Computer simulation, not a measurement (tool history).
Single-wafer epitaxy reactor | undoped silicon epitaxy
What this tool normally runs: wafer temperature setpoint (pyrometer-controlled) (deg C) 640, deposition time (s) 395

run	hour	wafer temperature setpoint (pyrometer-controlled) (deg C)	deposition time (s)	read-back reference wafer on the same gauge, thickness_nm	mean film thickness on the monitor wafer (angstrom)
1	0	640	395	43.208	495.02
# hour 5.3: gauge calibrated
2	48.4	630	395	43.207	404.82
3	66.2	630	395	43.167	406.25
4	77.4	630	395	43.168	406.06
5	89.5	640	395	43.196	495.4
6	106.6	640	437	43.205	546.43
7	120.9	640	437	43.228	547.17
8	138.5	640	395	43.171	495.25
9	152.4	640	395	43.201	496.46
10	165.6	640	395	43.21	496.46
11	178.4	640	395	43.199	496.78
12	188.1	640	395	43.204	495.31
13	202.6	640	395	43.179	496.01
14	212.6	640	395	43.208	494.06
15	219.5	640	395	43.188	493.9
16	234.7	640	395	43.191	495.74
17	242.7	645	395	43.223	545.5
18	250.8	640	395	43.211	495.39
19	265.3	640	395	43.222	495.98
20	273	640	395	43.194	493.39
21	286.2	640	395	43.184	495.95
22	301	640	395	43.188	494.65
# hour 310.6: pyrometer calibrated
23	313.7	626	323	43.194	307.87
24	327.6	631	366	43.206	383.96
25	338.7	634	332	43.226	368.51
26	347	652	395	43.202	626.18
27	362.4	646	395	43.198	558.01
28	375.8	636	331	43.178	384.64
29	386	640	395	43.209	494.62
30	397.8	653	342	43.178	551.63
31	407.7	640	473	43.206	593.84
# hour 415.2: gauge calibrated
32	416.2	636	446	43.206	515.36
33	427.6	640	352	43.199	441.21
34	442.4	631	395	43.207	415.31
35	449.1	654	354	43.186	583.79
36	463.8	644	469	43.189	638.6
37	490	634	416	43.213	465.81
38	497.5	649	346	43.2	516.29
39	505.8	640	395	43.209	494.57
40	519.6	652	431	43.179	681.32
41	530.2	640	395	43.189	495.85
42	544.7	628	395	43.202	389.88
43	552.1	630	395	43.193	406.02

Here are 3 independent what-if runs from the current tool condition. What would each one return?
A	552.6	627	395	?	?
B	552.6	629	368	?	?
C	552.6	655	362	?	?

run	read-back reference wafer on the same gauge, thickness_nm	mean film thickness on the monitor wafer (angstrom)
A	43.176	382.5
B	43.176	370.94
C	43.176	606.2
Take away the tool's hidden state, keep each run's random variation, and the runs would have read:
run	mean film thickness on the monitor wafer (angstrom)
A	382.5
B	370.94
C	606.2
